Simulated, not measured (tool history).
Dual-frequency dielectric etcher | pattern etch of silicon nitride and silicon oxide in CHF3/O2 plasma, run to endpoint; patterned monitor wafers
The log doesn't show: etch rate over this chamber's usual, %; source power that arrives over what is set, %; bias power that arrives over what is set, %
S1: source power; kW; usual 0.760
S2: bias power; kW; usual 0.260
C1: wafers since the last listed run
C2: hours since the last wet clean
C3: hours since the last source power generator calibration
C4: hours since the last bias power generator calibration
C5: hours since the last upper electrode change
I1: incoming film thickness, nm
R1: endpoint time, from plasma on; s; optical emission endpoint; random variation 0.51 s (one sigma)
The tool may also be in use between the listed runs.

run,hour,S1,S2,C1,C2,C3,C4,C5,I1,R1
1,0.0,0.620,0.260,0,0.5,3225.8,3459.5,3577.7,162.9,94.7
2,17.0,0.620,0.260,92,17.5,3242.8,3476.5,3594.7,159.2,93.9
3,53.7,0.620,0.260,200,54.2,3279.5,3513.2,3631.4,162.8,95.7
4,84.8,0.760,0.260,169,85.3,3310.6,3544.3,3662.5,160.7,85.9
5,143.4,0.760,0.260,319,143.9,3369.2,3602.9,3721.1,162.1,86.4
6,209.9,0.760,0.260,362,210.4,3435.7,3669.4,3787.6,161.8,87.4
7,242.6,0.710,0.260,178,243.1,3468.4,3702.1,3820.3,161.9,89.9
8,310.2,0.710,0.260,368,310.7,3536.0,3769.7,3887.9,159.6,88.1
9,346.4,0.760,0.229,197,346.9,3572.2,3805.9,3924.1,161.1,89.3
10,385.5,0.760,0.229,213,386.0,3611.3,3845.0,3963.2,160.3,89.4
11,423.5,0.760,0.260,207,424.0,3649.3,3883.0,4001.2,161.8,87.0
# hour 525.3: bias power generator calibrated
12,525.8,0.760,0.260,535,526.3,3751.6,0.5,4103.5,161.5,85.9
13,558.2,0.760,0.260,176,558.7,3784.0,32.9,4135.9,161.1,86.3
# hour 595.1: wet clean of the chamber
14,620.3,0.920,0.308,207,25.2,3846.1,95.0,4198.0,160.2,74.2
15,651.9,0.810,0.322,172,56.8,3877.7,126.6,4229.6,161.4,78.1
# hour 710.4: upper electrode replaced
16,710.9,0.640,0.195,190,115.8,3936.7,185.6,0.5,161.2,102.2
17,751.1,0.760,0.260,219,156.0,3976.9,225.8,40.7,160.6,86.0
18,776.0,0.760,0.222,135,180.9,4001.8,250.7,65.6,160.5,89.9
# hour 862.2: source power generator calibrated
19,862.7,0.850,0.243,450,267.6,0.5,337.4,152.3,161.4,83.8
20,907.2,0.620,0.203,242,312.1,45.0,381.9,196.8,161.0,101.7
21,933.0,0.570,0.200,140,337.9,70.8,407.7,222.6,160.9,107.8
22,963.3,0.630,0.260,165,368.2,101.1,438.0,252.9,162.1,93.4
23,992.2,0.930,0.316,157,397.1,130.0,466.9,281.8,160.3,72.9
24,1032.0,0.760,0.260,217,436.9,169.8,506.7,321.6,161.7,87.4
25,1082.3,0.610,0.260,274,487.2,220.1,557.0,371.9,163.0,96.3
26,1136.6,0.760,0.260,296,541.5,274.4,611.3,426.2,160.4,85.1
# hour 1183.4: wet clean of the chamber
27,1183.9,0.640,0.217,127,0.5,321.7,658.6,473.5,159.9,97.3
28,1246.2,0.580,0.260,339,62.8,384.0,720.9,535.8,161.6,97.8
29,1304.0,0.700,0.227,315,120.6,441.8,778.7,593.6,160.4,93.4
30,1356.8,0.630,0.293,287,173.4,494.6,831.5,646.4,161.1,90.7

Forecast run 31:
31,1422.1,0.760,0.260,356,238.7,559.9,896.8,711.7,162.0,?

R1: 86.1 s
Without the tool's hidden state the same run would have given R1 86.1 s.
